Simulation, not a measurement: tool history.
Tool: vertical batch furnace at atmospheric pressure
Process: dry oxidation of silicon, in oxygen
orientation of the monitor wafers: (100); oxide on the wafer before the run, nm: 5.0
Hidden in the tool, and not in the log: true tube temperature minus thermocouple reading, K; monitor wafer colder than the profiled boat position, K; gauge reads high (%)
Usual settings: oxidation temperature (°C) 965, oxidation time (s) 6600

run    hour  oxidation temperature (°C)  oxidation time (s)  wafers since the last listed run  hours since the last temperature calibration  hours since the boat lift was adjusted  hours since the gauge calibration  read-back reference wafer on the same gauge, thickness  oxide thickness on the monitor wafer (Å)
  1       0                         965                6600                                 0                                        1240.3                                  3380.8                              704.7                                                   46.72                                     541.7
  2    62.9                         980                6600                               489                                        1303.2                                  3443.7                              767.6                                                   46.68                                     608.3
  3   149.2                         980                6600                               671                                        1389.5                                    3530                              853.9                                                    46.7                                     606.4
  4   217.5                         980                6600                               531                                        1457.8                                  3598.3                              922.2                                                   46.69                                     606.9
  5     270                         965                6600                               408                                        1510.3                                  3650.8                              974.7                                                   46.69                                     545.2
  6   302.2                         965                6600                               250                                        1542.5                                    3683                             1006.9                                                    46.7                                     543.1
  7   350.9                         965                6600                               378                                        1591.2                                  3731.7                             1055.6                                                   46.68                                     542.9
  8   399.9                         965                6600                               381                                        1640.2                                  3780.7                             1104.6                                                   46.71                                       545
  9   434.1                         976                6600                               266                                        1674.4                                  3814.9                             1138.8                                                   46.69                                     587.5
      491.2  -- thermocouples replaced and temperature profile calibrated
 10   491.7                         976                6600                               261                                           0.5                                  3872.5                             1196.4                                                   46.71                                     598.7
 11   517.8                         976                6600                               203                                          26.6                                  3898.6                             1222.5                                                   46.69                                       601
 12   556.8                         965                6600                               303                                          65.6                                  3937.6                             1261.5                                                   46.71                                     550.7
 13   588.5                         965                6600                               246                                          97.3                                  3969.3                             1293.2                                                   46.71                                     553.6
 14   642.5                         965                6600                               420                                         151.3                                  4023.3                             1347.2                                                   46.68                                     551.2
 15   699.8                         965                4230                               445                                         208.6                                  4080.6                             1404.5                                                    46.7                                     412.1
 16   761.5                         965                4230                               479                                         270.3                                  4142.3                             1466.2                                                   46.68                                       409
 17   799.3                         945                7470                               294                                         308.1                                  4180.1                               1504                                                    46.7                                     508.2
      882.1  -- thermocouples replaced and temperature profile calibrated, repeated, since the last time left the tool worse
 18   882.6                         965                4230                               461                                           0.5                                  4263.4                             1587.3                                                   46.69                                     396.9
 19   908.2                         980                8190                               199                                          26.1                                    4289                             1612.9                                                   46.71                                     692.8
 20   975.2                         945                7470                               521                                          93.1                                    4356                             1679.9                                                   46.69                                     486.6
     1057.3  -- boat lift adjusted
 21  1057.8                         977                6600                               455                                         175.7                                     0.5                             1762.5                                                   46.71                                     585.2
     1066.7  -- gauge calibrated
 22  1084.5                         984                9180                               207                                         202.4                                    27.2                               17.8                                                   46.71                                       777
 23  1130.9                         988                8280                               360                                         248.8                                    73.6                               64.2                                                   46.68                                     749.5
 24  1169.4                         979                8340                               299                                         287.3                                   112.1                              102.7                                                    46.7                                     699.1
 25    1213                         949                3420                               339                                         330.9                                   155.7                              146.3                                                   46.71                                     302.8
 26  1251.5                         956                9540                               299                                         369.4                                   194.2                              184.8                                                    46.7                                     646.5
 27  1308.3                         965                6600                               441                                         426.2                                     251                              241.6                                                    46.7                                     538.8
 28  1344.9                         965                3720                               284                                         462.8                                   287.6                              278.2                                                   46.71                                       368
 29  1396.6                         988                6600                               402                                         514.5                                   339.3                              329.9                                                   46.69                                     642.6
 30  1454.1                         941                7980                               447                                           572                                   396.8                              387.4                                                   46.72                                     491.8
 31  1483.4                         965                6600                               227                                         601.3                                   426.1                              416.7                                                   46.68                                       535
 32  1533.5                         965                4440                               389                                         651.4                                   476.2                              466.8                                                   46.71                                     413.3
 33  1574.1                         972                6600                               315                                           692                                   516.8                              507.4                                                   46.72                                     564.3
 34  1616.2                         940                9510                               327                                         734.1                                   558.9                              549.5                                                    46.7                                     553.9
 35  1679.8                         949                8640                               494                                         797.7                                   622.5                              613.1                                                   46.73                                     566.1
 36  1709.8                         941                9660                               233                                         827.7                                   652.5                              643.1                                                    46.7                                     566.7
 37  1752.3                         951                5670                               330                                         870.2                                     695                              685.6                                                    46.7                                     431.8
 38  1797.4                         972                9630                               350                                         915.3                                   740.1                              730.7                                                   46.68                                     736.1

Hidden state or all else? Some run-to-run changes of oxide thickness on the monitor wafer (Å), split into what the settings, what came in and random variation would give without the hidden state, and what is left for the hidden state (with any gauge scatter that isn't in both results):
Run 9 -> 10: thermocouples replaced and temperature profile calibrated. oxide thickness on the monitor wafer (Å) +11.2: hidden state +8.3, all else +2.9.
Run 16 -> 17: oxidation temperature (°C) 965 -> 945, oxidation time (s) 4230 -> 7470. oxide thickness on the monitor wafer (Å) +99.2: hidden state +9.9, all else +89.3.
Run 17 -> 18: oxidation temperature (°C) 945 -> 965, oxidation time (s) 7470 -> 4230, thermocouples replaced and temperature profile calibrated, repeated, since the last time left the tool worse. oxide thickness on the monitor wafer (Å) -111.3: hidden state -23.7, all else -87.6.
Run 24 -> 25: oxidation temperature (°C) 979 -> 949, oxidation time (s) 8340 -> 3420. oxide thickness on the monitor wafer (Å) -396.3: hidden state -0.9, all else -395.4.
Run 25 -> 26: oxidation temperature (°C) 949 -> 956, oxidation time (s) 3420 -> 9540. oxide thickness on the monitor wafer (Å) +343.7: hidden state +1.7, all else +342.
Run 37 -> 38: oxidation temperature (°C) 951 -> 972, oxidation time (s) 5670 -> 9630. oxide thickness on the monitor wafer (Å) +304.3: hidden state +1.7, all else +302.6.
